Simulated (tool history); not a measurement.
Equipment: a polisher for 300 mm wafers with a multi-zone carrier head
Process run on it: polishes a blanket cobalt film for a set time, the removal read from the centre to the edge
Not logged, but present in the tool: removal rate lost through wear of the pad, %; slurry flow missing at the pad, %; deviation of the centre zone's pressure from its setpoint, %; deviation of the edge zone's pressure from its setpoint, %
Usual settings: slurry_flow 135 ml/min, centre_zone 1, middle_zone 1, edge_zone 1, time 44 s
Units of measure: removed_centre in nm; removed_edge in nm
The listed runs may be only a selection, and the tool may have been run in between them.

run	hour	slurry_flow	centre_zone	middle_zone	edge_zone	time	wafers since the last listed run	wafers polished on this pad	hours since the slurry nozzle was cleaned	hours since the centre zone pressure was calibrated	hours since the edge zone pressure was calibrated	hours since the carrier head's membrane was replaced	incoming thickness of the incoming film, nm	removed_centre	removed_edge
1	0	135	1	1	1	44	0	730	789.5	620.8	1232.4	1778.8	1124	177.9	186.1
# hour 4.7: worn pad replaced by a new one
2	15.6	135	1	1	1	44	83	77	805.1	636.4	1248	1794.4	1101.3	177.6	184.4
3	30.5	135	1	1	1	44	106	184	820	651.3	1262.9	1809.3	1093.8	178.9	191
4	39	135	1	1	1	44	60	245	828.5	659.8	1271.4	1817.8	1106.4	177.4	188.4
5	54.3	135	1	1	1	44	109	355	843.8	675.1	1286.7	1833.1	1112.6	179	183.4
6	68	135	1	1	1	44	98	453	857.5	688.8	1300.4	1846.8	1110.6	180.6	186.8
# hour 73: slurry nozzle cleaned
# hour 78.2: edge zone pressure recalibrated
7	80.8	135	1	1	1	44	70	524	7.8	701.6	2.6	1859.6	1113.9	180.3	183.5
8	88	135	1	1	1	44	51	575	15	708.8	9.8	1866.8	1090.7	177	181.7
# hour 95: centre zone pressure recalibrated
# hour 97.2: worn pad replaced by a new one
9	118.9	135	1	1	1	44	191	155	45.9	23.9	40.7	1897.7	1105.6	178	180.7
10	132.3	135	1.08	1	0.96	44	96	251	59.3	37.3	54.1	1911.1	1127.7	193.8	179.7
11	140.5	135	0.93	1	1	44	58	310	67.5	45.5	62.3	1919.3	1111.6	165.9	180.2
12	155.6	135	1	1	1	44	108	418	82.6	60.6	77.4	1934.4	1113.8	175.5	189.8
13	164.3	135	1.12	1.04	1.1	48	62	481	91.3	69.3	86.1	1943.1	1111.8	219.8	211.3
# hour 184.1: worn pad replaced by a new one
14	184.6	135	1	1	1	44	116	3	111.6	89.6	106.4	1963.4	1097.5	178.2	187.6
# hour 190.6: carrier head's membrane replaced by a new one
15	196.8	135	1	1	1	44	51	55	123.8	101.8	118.6	6.2	1090.1	178.7	183.3
16	214.1	135	1.08	1	1.06	44	124	179	141.1	119.1	135.9	23.5	1105.3	192.8	189.9
17	223	135	1	1	0.95	44	63	243	150	128	144.8	32.4	1100.9	178.8	181.5
18	235.7	135	1	1	0.96	44	91	334	162.7	140.7	157.5	45.1	1109.2	178.7	182.7
19	242.3	135	1	1	1	44	47	381	169.3	147.3	164.1	51.7	1108.4	178.7	183.9

Each row is a separate what-if for the run after 19, all from the same tool condition, not one after another. Results?
A	242.7	135	1	1	1	44	2	384	169.7	147.7	164.5	52.1	1100.6	?	?
B	242.7	115	0.91	0.92	1.06	44	2	384	169.7	147.7	164.5	52.1	1100.6	?	?
C	242.7	135	1.11	1	1	49	2	384	169.7	147.7	164.5	52.1	1100.6	?	?

run	removed_centre	removed_edge
A	178.9	184.4
B	156.8	185.8
C	221.3	205.3
What these runs would have given with no unlogged condition in the tool:
run	removed_centre	removed_edge
A	178.9	184.4
B	156.8	185.8
C	221.3	205.3

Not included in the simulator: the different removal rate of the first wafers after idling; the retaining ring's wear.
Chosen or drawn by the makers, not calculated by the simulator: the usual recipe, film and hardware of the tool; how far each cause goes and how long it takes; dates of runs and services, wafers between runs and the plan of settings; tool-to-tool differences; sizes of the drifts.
